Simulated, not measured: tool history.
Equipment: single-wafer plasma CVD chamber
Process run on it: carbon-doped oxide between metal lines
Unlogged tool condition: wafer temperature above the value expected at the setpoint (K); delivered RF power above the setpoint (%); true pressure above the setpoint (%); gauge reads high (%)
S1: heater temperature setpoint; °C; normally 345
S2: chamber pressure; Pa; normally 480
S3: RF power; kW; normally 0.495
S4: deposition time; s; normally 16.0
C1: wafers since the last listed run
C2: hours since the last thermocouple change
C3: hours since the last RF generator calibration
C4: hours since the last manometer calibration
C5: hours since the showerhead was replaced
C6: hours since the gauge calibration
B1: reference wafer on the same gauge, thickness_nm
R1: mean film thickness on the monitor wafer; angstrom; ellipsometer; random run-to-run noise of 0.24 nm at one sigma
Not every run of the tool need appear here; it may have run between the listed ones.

Run 1, hour 0.0: usual settings but S2 437 Pa; C1 0; C2 1218.1; C3 1644.5; C4 1362.1; C5 2.0; C6 407.4; B1 69.525. Result: R1 760.36 angstrom.
Run 2, hour 21.1: usual settings but S2 437 Pa; C1 307; C2 1239.2; C3 1665.6; C4 1383.2; C5 23.1; C6 428.5; B1 69.574. Result: R1 760.69 angstrom.
At hour 34.6: thermocouple changed; heater temperature recalibrated.
Run 3, hour 47.0: usual settings but S2 437 Pa; C1 260; C2 12.4; C3 1691.5; C4 1409.1; C5 49.0; C6 454.4; B1 69.449. Result: R1 773.73 angstrom.
Run 4, hour 60.3: usual settings; C1 193; C2 25.7; C3 1704.8; C4 1422.4; C5 62.3; C6 467.7; B1 69.539. Result: R1 780.89 angstrom.
Run 5, hour 89.1: usual settings but S2 393 Pa, S4 17.1 s; C1 419; C2 54.5; C3 1733.6; C4 1451.2; C5 91.1; C6 496.5; B1 69.515. Result: R1 813.67 angstrom.
Run 6, hour 106.9: usual settings; C1 259; C2 72.3; C3 1751.4; C4 1469.0; C5 108.9; C6 514.3; B1 69.466. Result: R1 779.01 angstrom.
Run 7, hour 120.8: usual settings but S2 568 Pa; C1 202; C2 86.2; C3 1765.3; C4 1482.9; C5 122.8; C6 528.2; B1 69.525. Result: R1 797.62 angstrom.
Run 8, hour 143.7: usual settings but S2 416 Pa, S4 13.0 s; C1 333; C2 109.1; C3 1788.2; C4 1505.8; C5 145.7; C6 551.1; B1 69.401. Result: R1 626.92 angstrom.
Run 9, hour 169.7: usual settings but S1 337 °C, S2 437 Pa, S3 0.550 kW; C1 378; C2 135.1; C3 1814.2; C4 1531.8; C5 171.7; C6 577.1; B1 69.537. Result: R1 843.71 angstrom.
At hour 181.2: RF generator calibrated.
Run 10, hour 205.3: usual settings; C1 402; C2 170.7; C3 24.1; C4 1567.4; C5 207.3; C6 612.7; B1 69.430. Result: R1 814.73 angstrom.
At hour 206.2: gauge calibrated.
Run 11, hour 234.5: usual settings but S1 350 °C, S2 449 Pa, S3 0.405 kW; C1 425; C2 199.9; C3 53.3; C4 1596.6; C5 236.5; C6 28.3; B1 69.537. Result: R1 695.13 angstrom.
Run 12, hour 250.2: usual settings; C1 228; C2 215.6; C3 69.0; C4 1612.3; C5 252.2; C6 44.0; B1 69.556. Result: R1 808.10 angstrom.
Run 13, hour 267.6: usual settings but S1 340 °C, S3 0.590 kW, S4 13.3 s; C1 253; C2 233.0; C3 86.4; C4 1629.7; C5 269.6; C6 61.4; B1 69.545. Result: R1 760.12 angstrom.
Run 14, hour 298.3: usual settings but S2 424 Pa, S3 0.415 kW; C1 447; C2 263.7; C3 117.1; C4 1660.4; C5 300.3; C6 92.1; B1 69.531. Result: R1 710.15 angstrom.
Run 15, hour 317.4: usual settings; C1 278; C2 282.8; C3 136.2; C4 1679.5; C5 319.4; C6 111.2; B1 69.461. Result: R1 809.72 angstrom.
Run 16, hour 337.7: usual settings but S1 340 °C, S3 0.590 kW, S4 13.3 s; C1 295; C2 303.1; C3 156.5; C4 1699.8; C5 339.7; C6 131.5; B1 69.602. Result: R1 755.15 angstrom.
Run 17, hour 361.9: usual settings; C1 352; C2 327.3; C3 180.7; C4 1724.0; C5 363.9; C6 155.7; B1 69.483. Result: R1 808.75 angstrom.
Run 18, hour 388.9: usual settings but S1 340 °C, S2 512 Pa; C1 393; C2 354.3; C3 207.7; C4 1751.0; C5 390.9; C6 182.7; B1 69.558. Result: R1 819.99 angstrom.
At hour 408.2: capacitance manometer re-zeroed and calibrated.
Run 19, hour 424.2: usual settings but S1 339 °C, S2 433 Pa, S4 14.4 s; C1 397; C2 389.6; C3 243.0; C4 16.0; C5 426.2; C6 218.0; B1 69.456. Result: R1 732.66 angstrom.
Run 20, hour 508.9: usual settings but S1 333 °C, S2 524 Pa, S4 17.5 s; C1 1233; C2 474.3; C3 327.7; C4 100.7; C5 510.9; C6 302.7; B1 69.447. Result: R1 922.25 angstrom.
Run 21, hour 530.3: usual settings but S1 353 °C, S4 17.9 s; C1 311; C2 495.7; C3 349.1; C4 122.1; C5 532.3; C6 324.1; B1 69.559. Result: R1 870.93 angstrom.
Run 22, hour 562.1: usual settings but S1 358 °C, S2 388 Pa, S3 0.430 kW, S4 17.8 s; C1 463; C2 527.5; C3 380.9; C4 153.9; C5 564.1; C6 355.9; B1 69.480. Result: R1 763.47 angstrom.
Run 23, hour 596.4: usual settings but S1 351 °C, S2 556 Pa, S3 0.435 kW; C1 499; C2 561.8; C3 415.2; C4 188.2; C5 598.4; C6 390.2; B1 69.400. Result: R1 732.39 angstrom.
Run 24, hour 624.9: usual settings but S4 16.9 s; C1 415; C2 590.3; C3 443.7; C4 216.7; C5 626.9; C6 418.7; B1 69.491. Result: R1 835.90 angstrom.
Run 25, hour 651.3: usual settings but S1 335 °C, S3 0.550 kW; C1 384; C2 616.7; C3 470.1; C4 243.1; C5 653.3; C6 445.1; B1 69.438. Result: R1 880.96 angstrom.
Run 26, hour 677.5: usual settings but S1 352 °C; C1 381; C2 642.9; C3 496.3; C4 269.3; C5 679.5; C6 471.3; B1 69.498. Result: R1 782.35 angstrom.
Run 27, hour 692.5: usual settings but S1 358 °C, S3 0.465 kW, S4 18.9 s; C1 218; C2 657.9; C3 511.3; C4 284.3; C5 694.5; C6 486.3; B1 69.522. Result: R1 866.76 angstrom.
Run 28, hour 721.8: usual settings but S1 351 °C, S3 0.395 kW, S4 17.0 s; C1 426; C2 687.2; C3 540.6; C4 313.6; C5 723.8; C6 515.6; B1 69.574. Result: R1 708.66 angstrom.

The logged runs with the hidden state left out (each run's random variation unchanged):
run      R1
  1  810.55
  2  811.35
  3  809.25
  4  817.59
  5  853.76
  6  818.45
  7  838.82
  8  660.33
  9  889.93
 10  822.76
 11  703.01
 12  818.14
 13  770.40
 14  721.33
 15  822.65
 16  768.06
 17  823.43
 18  836.23
 19  748.57
 20  946.59
 21  891.78
 22  783.07
 23  753.15
 24  860.03
 25  908.79
 26  805.21
 27  891.34
 28  732.11
